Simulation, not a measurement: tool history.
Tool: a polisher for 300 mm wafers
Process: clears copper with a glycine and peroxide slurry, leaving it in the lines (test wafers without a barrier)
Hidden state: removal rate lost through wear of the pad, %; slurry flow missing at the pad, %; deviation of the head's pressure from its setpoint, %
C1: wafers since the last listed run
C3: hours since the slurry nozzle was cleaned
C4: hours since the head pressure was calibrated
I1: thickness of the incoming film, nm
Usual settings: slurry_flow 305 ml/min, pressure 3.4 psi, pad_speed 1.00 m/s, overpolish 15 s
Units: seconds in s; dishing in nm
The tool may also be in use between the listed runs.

Run 1, hour 0.0: usual settings; C1 0; wafers polished on this pad 775; C3 377.2; C4 46.8; I1 814.1. Result: seconds 168.1 s, dishing 50.5 nm.
Run 2, hour 39.0: usual settings; C1 189; wafers polished on this pad 965; C3 416.2; C4 85.8; I1 796.0. Result: seconds 171.4 s, dishing 50.7 nm.
At hour 71.1: slurry nozzle cleaned.
Run 3, hour 99.1: usual settings; C1 286; wafers polished on this pad 1252; C3 28.0; C4 145.9; I1 817.5. Result: seconds 178.4 s, dishing 49.6 nm.
At hour 155.7: worn pad replaced by a new one.
Run 4, hour 206.0: usual settings; C1 499; wafers polished on this pad 244; C3 134.9; C4 252.8; I1 803.0. Result: seconds 166.4 s, dishing 52.4 nm.
Run 5, hour 295.1: usual settings but slurry_flow 245 ml/min; C1 432; wafers polished on this pad 677; C3 224.0; C4 341.9; I1 822.0. Result: seconds 176.0 s, dishing 48.6 nm.
Run 6, hour 360.1: usual settings but slurry_flow 245 ml/min; C1 315; wafers polished on this pad 992; C3 289.0; C4 406.9; I1 805.9. Result: seconds 176.1 s, dishing 50.5 nm.
Run 7, hour 462.4: usual settings but slurry_flow 245 ml/min; C1 496; wafers polished on this pad 1489; C3 391.3; C4 509.2; I1 816.1. Result: seconds 182.9 s, dishing 47.4 nm.
At hour 495.1: worn pad replaced by a new one.
Run 8, hour 520.7: usual settings but overpolish 12 s; C1 263; wafers polished on this pad 124; C3 449.6; C4 567.5; I1 811.3. Result: seconds 164.8 s, dishing 43.4 nm.
At hour 603.6: slurry nozzle cleaned.
Run 9, hour 610.7: usual settings but overpolish 12 s; C1 432; wafers polished on this pad 556; C3 7.1; C4 657.5; I1 805.8. Result: seconds 168.9 s, dishing 42.8 nm.
Run 10, hour 652.3: usual settings but overpolish 12 s; C1 202; wafers polished on this pad 758; C3 48.7; C4 699.1; I1 800.5. Result: seconds 168.0 s, dishing 42.4 nm.
Run 11, hour 712.7: usual settings but pressure 2.6 psi; C1 293; wafers polished on this pad 1051; C3 109.1; C4 759.5; I1 816.4. Result: seconds 210.3 s, dishing 41.8 nm.
Run 12, hour 770.3: usual settings but pad_speed 1.32 m/s, overpolish 12 s; C1 279; wafers polished on this pad 1331; C3 166.7; C4 817.1; I1 809.0. Result: seconds 146.7 s, dishing 47.3 nm.
At hour 801.4: worn pad replaced by a new one.
At hour 859.3: head pressure recalibrated.
Run 13, hour 878.2: usual settings but slurry_flow 230 ml/min, overpolish 24 s; C1 494; wafers polished on this pad 363; C3 274.6; C4 18.9; I1 795.0. Result: seconds 165.0 s, dishing 72.3 nm.
Run 14, hour 985.7: usual settings; C1 522; wafers polished on this pad 885; C3 382.1; C4 126.4; I1 812.9. Result: seconds 166.8 s, dishing 50.4 nm.
At hour 1067.3: slurry nozzle cleaned.
Run 15, hour 1081.5: usual settings but pressure 4.1 psi, overpolish 6 s; C1 460; wafers polished on this pad 1345; C3 14.2; C4 222.2; I1 806.7. Result: seconds 155.0 s, dishing 25.2 nm.
At hour 1098.1: worn pad replaced by a new one.
Run 16, hour 1119.0: usual settings but slurry_flow 360 ml/min, pressure 3.0 psi, pad_speed 1.16 m/s, overpolish 8 s; C1 162; wafers polished on this pad 101; C3 51.7; C4 259.7; I1 801.6. Result: seconds 162.4 s, dishing 29.6 nm.
Run 17, hour 1182.3: usual settings but slurry_flow 395 ml/min, pad_speed 1.26 m/s, overpolish 20 s; C1 307; wafers polished on this pad 409; C3 115.0; C4 323.0; I1 820.6. Result: seconds 145.0 s, dishing 70.5 nm.
Run 18, hour 1248.1: usual settings but slurry_flow 230 ml/min; C1 319; wafers polished on this pad 728; C3 180.8; C4 388.8; I1 794.2. Result: seconds 175.1 s, dishing 50.2 nm.
Run 19, hour 1350.6: usual settings but slurry_flow 375 ml/min, pressure 4.3 psi, pad_speed 0.72 m/s; C1 497; wafers polished on this pad 1226; C3 283.3; C4 491.3; I1 814.8. Result: seconds 182.4 s, dishing 50.0 nm.
At hour 1369.7: worn pad replaced by a new one.
Run 20, hour 1401.7: usual settings but pressure 4.1 psi, pad_speed 1.18 m/s, overpolish 18 s; C1 228; wafers polished on this pad 155; C3 334.4; C4 542.4; I1 812.1. Result: seconds 131.2 s, dishing 70.8 nm.
Run 21, hour 1474.6: usual settings; C1 354; wafers polished on this pad 509; C3 407.3; C4 615.3; I1 798.3. Result: seconds 170.5 s, dishing 50.8 nm.
At hour 1523.1: slurry nozzle cleaned.
Run 22, hour 1541.4: usual settings but pressure 4.0 psi, pad_speed 1.22 m/s, overpolish 10 s; C1 319; wafers polished on this pad 828; C3 18.3; C4 682.1; I1 813.3. Result: seconds 133.0 s, dishing 43.6 nm.

The same runs without the tool's hidden state, with the same run-to-run variation:
run  seconds  dishing
  1    160.5     52.4
  2    162.0     53.1
  3    165.7     52.7
  4    161.8     53.6
  5    167.0     50.7
  6    164.1     53.5
  7    165.5     51.4
  8    162.0     44.1
  9    162.0     44.3
 10    159.3     44.3
 11    196.0     44.4
 12    134.5     50.8
 13    161.6     73.4
 14    158.6     52.5
 15    143.5     27.1
 16    157.7     30.4
 17    138.3     72.8
 18    164.1     52.9
 19    166.0     54.1
 20    127.9     72.1
 21    162.9     52.7
 22    124.7     46.0
